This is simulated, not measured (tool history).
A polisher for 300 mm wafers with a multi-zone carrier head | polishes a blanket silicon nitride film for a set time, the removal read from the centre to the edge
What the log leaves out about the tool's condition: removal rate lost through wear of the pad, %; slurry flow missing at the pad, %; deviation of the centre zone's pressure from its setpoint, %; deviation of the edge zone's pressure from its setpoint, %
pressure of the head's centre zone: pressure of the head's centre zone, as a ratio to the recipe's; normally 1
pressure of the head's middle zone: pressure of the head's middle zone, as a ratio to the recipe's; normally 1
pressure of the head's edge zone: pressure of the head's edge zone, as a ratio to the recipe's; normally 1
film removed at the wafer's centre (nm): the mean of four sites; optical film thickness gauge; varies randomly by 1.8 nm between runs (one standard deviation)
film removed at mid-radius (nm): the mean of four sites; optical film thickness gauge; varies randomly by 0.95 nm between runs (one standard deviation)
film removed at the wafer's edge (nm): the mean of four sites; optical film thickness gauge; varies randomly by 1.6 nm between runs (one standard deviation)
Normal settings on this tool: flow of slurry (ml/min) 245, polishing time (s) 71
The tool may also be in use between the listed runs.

run	hour	flow of slurry (ml/min)	pressure of the head's centre zone	pressure of the head's middle zone	pressure of the head's edge zone	polishing time (s)	wafers since the last listed run	wafers polished on this pad	hours since the slurry nozzle was cleaned	hours since the centre zone pressure was calibrated	hours since the edge zone pressure was calibrated	hours since the carrier head's membrane was replaced	incoming thickness of the incoming film, nm	film removed at the wafer's centre (nm)	film removed at mid-radius (nm)	film removed at the wafer's edge (nm)
1	0	245	1	1	1	71	0	676	584.7	811.2	1297.1	678.5	455.9	151.2	136.9	135.6
2	11.1	290	1	1	1	71	118	794	595.8	822.3	1308.2	689.6	462.6	153.8	140	133.9
3	19.1	290	1	1	1	71	85	879	603.8	830.3	1316.2	697.6	458.6	149.7	139.6	138
4	25.5	290	1	1	1	71	68	947	610.2	836.7	1322.6	704	470.4	153	137.8	133.7
5	41.7	245	1	1	0.93	71	172	1119	626.4	852.9	1338.8	720.2	452.3	148.6	138.2	129.3
# hour 54.8: slurry nozzle cleaned
# hour 60.5: worn pad replaced by a new one
6	61	245	1	1	0.93	71	152	4	6.2	872.2	1358.1	739.5	455.3	153.1	137.5	130.6
# hour 80.3: centre zone pressure recalibrated
7	88.4	245	1	1	0.93	71	270	275	33.6	8.1	1385.5	766.9	460.3	133.9	137.5	128.9
8	94.8	310	1	1	1	71	68	343	40	14.5	1391.9	773.3	457.2	136.9	141.4	137.8
9	111.7	245	0.95	1	1	71	179	523	56.9	31.4	1408.8	790.2	455.2	128.9	137	136
10	120	215	1	1	1	62	88	611	65.2	39.7	1417.1	798.5	454.7	118.6	119.8	118
11	132.5	245	1	1	1	71	133	744	77.7	52.2	1429.6	811	460.9	132.7	139.1	135.6
12	141.3	245	1.1	1	1.09	71	93	838	86.5	61	1438.4	819.8	456.3	149.3	138	143.5
# hour 155.3: carrier head's membrane replaced by a new one
13	155.8	245	1	1	1	71	101	939	101	75.5	1452.9	0.5	458.4	137.5	138.6	135.6
14	168.3	245	1	1	1	71	133	1072	113.5	88	1465.4	13	456.2	137.2	139.8	136.5
15	174.4	245	1	0.93	0.95	71	64	1137	119.6	94.1	1471.5	19.1	457.5	137.5	132.2	131.3
# hour 177.4: edge zone pressure recalibrated
# hour 204.1: worn pad replaced by a new one
16	219.2	245	1	0.89	1.09	71	413	161	164.4	138.9	41.8	63.9	454.4	141.4	125	140.4
17	249.1	245	1	1	1	88	318	479	194.3	168.8	71.7	93.8	456.9	170.5	171.5	166.2
18	262.9	245	1	1	1	71	146	626	208.1	182.6	85.5	107.6	459.9	136.1	137.5	132.8
19	276.8	185	1	0.95	0.92	50	147	774	222	196.5	99.4	121.5	459.8	93.7	90.8	90.2
20	291.7	245	1	0.95	0.93	71	158	932	236.9	211.4	114.3	136.4	459.3	136.5	132.9	131.4
21	305.3	310	1	1	1	71	144	1077	250.5	225	127.9	150	455.4	145.1	139.8	138.4
22	314.9	245	1.11	1	1	65	102	1179	260.1	234.6	137.5	159.6	467.4	142.1	126.3	123.8
23	321.2	245	0.89	0.96	0.96	71	67	1246	266.4	240.9	143.8	165.9	458.3	124.8	133.8	131.7

Pick out some run-to-run changes in film removed at the wafer's centre (nm). Of each, how much would a tool without hidden state show as well, from the settings, what came in and chance, and how much is left for the hidden state and any gauge scatter not in both results compared?
Run 6 -> 7: centre zone pressure recalibrated. film removed at the wafer's centre (nm) -19.2: hidden state -16.8, all else -2.4.
Run 18 -> 19: flow of slurry (ml/min) 245 -> 185, pressure of the head's middle zone 1 -> 0.95, pressure of the head's edge zone 1 -> 0.92, polishing time (s) 71 -> 50. film removed at the wafer's centre (nm) -42.4: hidden state -0.9, all else -41.5.
Run 19 -> 20: flow of slurry (ml/min) 185 -> 245, pressure of the head's edge zone 0.92 -> 0.93, polishing time (s) 50 -> 71. film removed at the wafer's centre (nm) +42.8: hidden state +1.5, all else +41.3.
